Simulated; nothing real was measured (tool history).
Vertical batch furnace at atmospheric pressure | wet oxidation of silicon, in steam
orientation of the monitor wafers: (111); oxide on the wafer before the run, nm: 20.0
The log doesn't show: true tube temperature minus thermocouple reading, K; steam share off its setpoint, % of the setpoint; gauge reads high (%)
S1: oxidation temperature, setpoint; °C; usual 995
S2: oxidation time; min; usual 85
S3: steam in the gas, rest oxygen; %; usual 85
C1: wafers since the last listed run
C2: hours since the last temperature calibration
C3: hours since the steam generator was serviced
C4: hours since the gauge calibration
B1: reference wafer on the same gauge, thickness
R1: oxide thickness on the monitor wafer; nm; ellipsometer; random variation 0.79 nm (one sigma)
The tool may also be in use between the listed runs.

run     day    S1     S2  S3   C1      C2      C3     C4      B1      R1
  1       0   995     85  85    0  2113.1  3955.3  112.9  432.22  528.55
  2    0.55   995     85  85  206  2126.3  3968.5  126.1  432.16  528.19
  3   1.829   995     85  78  481    2157  3999.2  156.8  431.98  501.58
  4   3.204   995     85  78  517    2190  4032.2  189.8  432.16  500.78
      4.525  -- steam generator serviced
  5   4.546   995     85  89  128  2222.2     0.5    222  432.16  540.87
      5.792  -- gauge calibrated
  6   5.808   995     85  89  475  2252.5    30.8    0.4  431.92  543.44
  7    6.35   995   68.5  88  203  2265.5    43.8   13.4  431.83  473.31
  8     7.6  1013     47  85  470  2295.5    73.8   43.4  431.77  406.77
      9.562  -- thermocouples replaced and temperature profile calibrated
  9   9.583   995     85  85  370     0.5   121.4     91  432.18  527.71
 10  10.442   995     85  85  322    21.1     142  111.6  431.88  528.34
 11  11.871   995     59  85  537    55.4   176.3  145.9  431.86  423.13
 12  12.696  1002  120.5  90  310    75.2   196.1  165.7   431.9  695.05

Forecast run 13:
 13  13.579  995  85  79  332  96.4  217.3  186.9   ?   ?

B1: 431.86
R1: 504.82 nm
Without the tool's hidden state the same run would have given R1 504.82 nm.
